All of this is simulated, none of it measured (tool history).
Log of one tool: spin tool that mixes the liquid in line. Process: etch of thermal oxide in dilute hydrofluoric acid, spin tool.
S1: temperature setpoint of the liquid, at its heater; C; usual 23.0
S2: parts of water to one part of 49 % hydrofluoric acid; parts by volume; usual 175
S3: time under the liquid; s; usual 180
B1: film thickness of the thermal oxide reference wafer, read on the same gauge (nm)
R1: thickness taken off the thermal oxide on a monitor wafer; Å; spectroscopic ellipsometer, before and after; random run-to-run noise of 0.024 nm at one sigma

Run 1, day 0.000: usual settings but S2 120 parts by volume; B1 40.010. Result: R1 54.92 Å.
Run 2, day 7.971: usual settings but S1 21.0 C, S2 130 parts by volume; B1 39.986. Result: R1 46.75 Å.
Run 3, day 10.788: usual settings; B1 39.985. Result: R1 35.37 Å.
Run 4, day 20.896: usual settings; B1 40.000. Result: R1 35.04 Å.
At day 21.488: thermometer replaced.
Run 5, day 23.888: usual settings; B1 40.009. Result: R1 34.98 Å.
Run 6, day 26.000: usual settings; B1 39.966. Result: R1 34.93 Å.
Run 7, day 30.262: usual settings; B1 40.021. Result: R1 34.68 Å.
Run 8, day 36.312: usual settings; B1 40.028. Result: R1 34.31 Å.
Run 9, day 40.592: usual settings; B1 39.956. Result: R1 34.65 Å.
Run 10, day 42.604: usual settings but S1 25.5 C, S3 150 s; B1 39.995. Result: R1 31.52 Å.
Run 11, day 45.829: usual settings; B1 39.989. Result: R1 34.06 Å.
At day 49.012: gauge calibrated.
Run 12, day 49.192: usual settings but S1 21.5 C, S2 110 parts by volume; B1 40.022. Result: R1 55.31 Å.
Run 13, day 52.404: usual settings but S1 21.5 C, S2 140 parts by volume, S3 210 s; B1 39.987. Result: R1 48.30 Å.
Run 14, day 54.171: usual settings but S1 19.0 C, S2 255 parts by volume, S3 265 s; B1 40.002. Result: R1 27.24 Å.
At day 55.175: hydrofluoric acid flow meter replaced.
Run 15, day 57.950: usual settings; B1 39.967. Result: R1 36.20 Å.
At day 60.858: thermometer replaced.
Run 16, day 61.867: usual settings but S1 26.5 C; B1 40.009. Result: R1 41.18 Å.
Run 17, day 75.225: usual settings; B1 40.014. Result: R1 36.08 Å.
Run 18, day 79.242: usual settings; B1 40.015. Result: R1 35.66 Å.
Run 19, day 92.050: usual settings but S3 100 s; B1 40.006. Result: R1 19.56 Å.
Run 20, day 96.512: usual settings but S1 20.5 C, S2 125 parts by volume, S3 280 s; B1 40.014. Result: R1 73.28 Å.
Run 21, day 98.779: usual settings but S1 19.0 C, S2 255 parts by volume, S3 265 s; B1 40.009. Result: R1 28.29 Å.
At day 99.462: thermometer replaced.
Run 22, day 102.667: usual settings but S1 18.5 C, S2 245 parts by volume; B1 40.014. Result: R1 19.72 Å.
Run 23, day 104.946: usual settings; B1 39.988. Result: R1 34.89 Å.

Predict each of these 5 candidate next runs independently; none follows another, all start after run 23:
Run A, day 104.967: usual settings; B1 ?. Result: R1 ?.
Run B, day 104.967: usual settings but S1 26.5 C, S2 260 parts by volume, S3 220 s; B1 ?. Result: R1 ?.
Run C, day 104.967: usual settings but S1 20.5 C; B1 ?. Result: R1 ?.
Run D, day 104.967: usual settings but S1 25.5 C, S2 225 parts by volume, S3 95 s; B1 ?. Result: R1 ?.
Run E, day 104.967: usual settings but S1 19.0 C, S2 235 parts by volume, S3 80 s; B1 ?. Result: R1 ?.

run      B1     R1
  A  40.053  35.15
  B  40.053  29.87
  C  40.053  31.94
  D  40.053  14.96
  E  40.053   9.40
What these runs would have given with no unlogged condition in the tool:
run     R1
  A  36.64
  B  31.24
  C  33.28
  D  15.63
  E   9.81

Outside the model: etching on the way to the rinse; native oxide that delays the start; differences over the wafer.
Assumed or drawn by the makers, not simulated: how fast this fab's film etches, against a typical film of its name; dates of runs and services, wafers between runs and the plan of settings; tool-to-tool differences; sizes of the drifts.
